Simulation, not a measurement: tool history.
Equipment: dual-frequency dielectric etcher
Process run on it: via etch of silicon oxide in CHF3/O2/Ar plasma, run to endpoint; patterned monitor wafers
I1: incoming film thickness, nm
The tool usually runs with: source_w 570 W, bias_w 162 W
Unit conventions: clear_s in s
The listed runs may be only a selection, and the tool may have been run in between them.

Run 1, day 0.000: usual settings; I1 710.2. Result: clear_s 370.3 s.
Run 2, day 0.592: usual settings; I1 716.5. Result: clear_s 372.4 s.
Run 3, day 1.200: usual settings; I1 717.1. Result: clear_s 371.0 s.
Run 4, day 1.746: usual settings; I1 708.0. Result: clear_s 367.6 s.
Run 5, day 2.258: usual settings; I1 713.3. Result: clear_s 366.1 s.
At day 2.754: bias power generator calibrated.
Run 6, day 2.775: usual settings; I1 711.1. Result: clear_s 368.9 s.
Run 7, day 4.267: usual settings; I1 719.2. Result: clear_s 368.7 s.
At day 5.783: upper electrode replaced.
At day 5.892: source power generator calibrated.
At day 6.242: wet clean of the chamber.
Run 8, day 6.262: usual settings but source_w 500 W, bias_w 127 W; I1 711.7. Result: clear_s 446.0 s.
Run 9, day 6.279: usual settings but source_w 660 W, bias_w 136 W; I1 706.9. Result: clear_s 391.0 s.
Run 10, day 6.296: usual settings; I1 709.7. Result: clear_s 381.6 s.
Run 11, day 6.312: usual settings; I1 716.2. Result: clear_s 385.8 s.
Run 12, day 6.983: usual settings but source_w 680 W, bias_w 186 W; I1 710.7. Result: clear_s 339.9 s.
Run 13, day 7.704: usual settings but bias_w 188 W; I1 717.1. Result: clear_s 364.7 s.
Run 14, day 8.233: usual settings but source_w 520 W; I1 713.1. Result: clear_s 394.2 s.
Run 15, day 8.525: usual settings but source_w 440 W; I1 710.9. Result: clear_s 420.1 s.

Predict each of these 3 candidate next runs independently; none follows another, all start after run 15:
Run A, day 8.546: usual settings but bias_w 145 W; I1 714.5. Result: clear_s ?.
Run B, day 8.546: usual settings but source_w 700 W, bias_w 127 W; I1 714.5. Result: clear_s ?.
Run C, day 8.546: usual settings but source_w 530 W, bias_w 174 W; I1 714.5. Result: clear_s ?.

run  clear_s
  A    402.0
  B    393.0
  C    382.6
What these runs would have given with no unlogged condition in the tool:
run  clear_s
  A    405.2
  B    396.1
  C    385.6

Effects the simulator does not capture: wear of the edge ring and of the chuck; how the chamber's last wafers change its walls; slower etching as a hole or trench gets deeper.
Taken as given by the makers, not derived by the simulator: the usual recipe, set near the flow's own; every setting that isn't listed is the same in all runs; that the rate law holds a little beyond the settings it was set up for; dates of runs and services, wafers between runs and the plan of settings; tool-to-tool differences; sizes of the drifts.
